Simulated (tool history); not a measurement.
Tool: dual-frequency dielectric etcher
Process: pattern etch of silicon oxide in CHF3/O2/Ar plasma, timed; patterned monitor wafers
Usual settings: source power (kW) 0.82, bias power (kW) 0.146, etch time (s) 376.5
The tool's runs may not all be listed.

run,hour,source power (kW),bias power (kW),etch time (s),"read-back reference wafer on the same gauge, depth_nm",mean etch depth across the wafer (angstrom)
1,0,0.82,0.146,376.5,604,7074
2,9.9,0.82,0.146,376.5,604,7063
3,26.9,0.82,0.146,376.5,603.9,7064
4,41.3,0.82,0.129,376.5,603.9,6690
5,47.5,0.82,0.146,376.5,603.9,7046
6,54.8,0.82,0.146,376.5,604.1,7063
7,68.3,0.82,0.146,376.5,603.8,7036
# hour 87.6: source power generator calibrated
# hour 96.3: upper electrode replaced
8,96.8,0.82,0.146,376.5,604,7063
9,97.2,0.82,0.146,376.5,603.9,7045
# hour 103.9: bias power generator calibrated
# hour 123.2: wet clean of the chamber
10,123.6,0.82,0.146,376.5,604,7140
11,134,0.77,0.146,339,604.2,6328
12,146.4,0.82,0.146,376.5,603.7,7121
13,155.3,0.98,0.175,416,604.2,9014
14,164.3,1.02,0.146,376.5,604.1,7610
15,178.2,0.77,0.146,376.5,604,7033
# hour 185.5: gauge calibrated
16,190.5,0.82,0.146,376.5,603.9,7135
17,204.9,0.82,0.18,452.5,604,9363
18,215.1,0.82,0.146,376.5,604,7138
19,237.4,0.82,0.164,294.5,604,5862
20,244,0.82,0.146,455,603.9,8592

5 ways to go on from here, each from the tool as it stands after run 20. What would each give?
A,244.5,0.82,0.123,376.5,?,?
B,244.5,0.82,0.131,376.5,?,?
C,244.5,0.92,0.172,312,?,?
D,244.5,0.97,0.146,288.5,?,?
E,244.5,0.97,0.181,339.5,?,?

run,"read-back reference wafer on the same gauge, depth_nm",mean etch depth across the wafer (angstrom)
A,604.1,6645
B,604.1,6826
C,604.1,6563
D,604.1,5758
E,604.1,7411
Without the tool's hidden state the same runs would have given:
run,mean etch depth across the wafer (angstrom)
A,6667
B,6848
C,6584
D,5777
E,7435
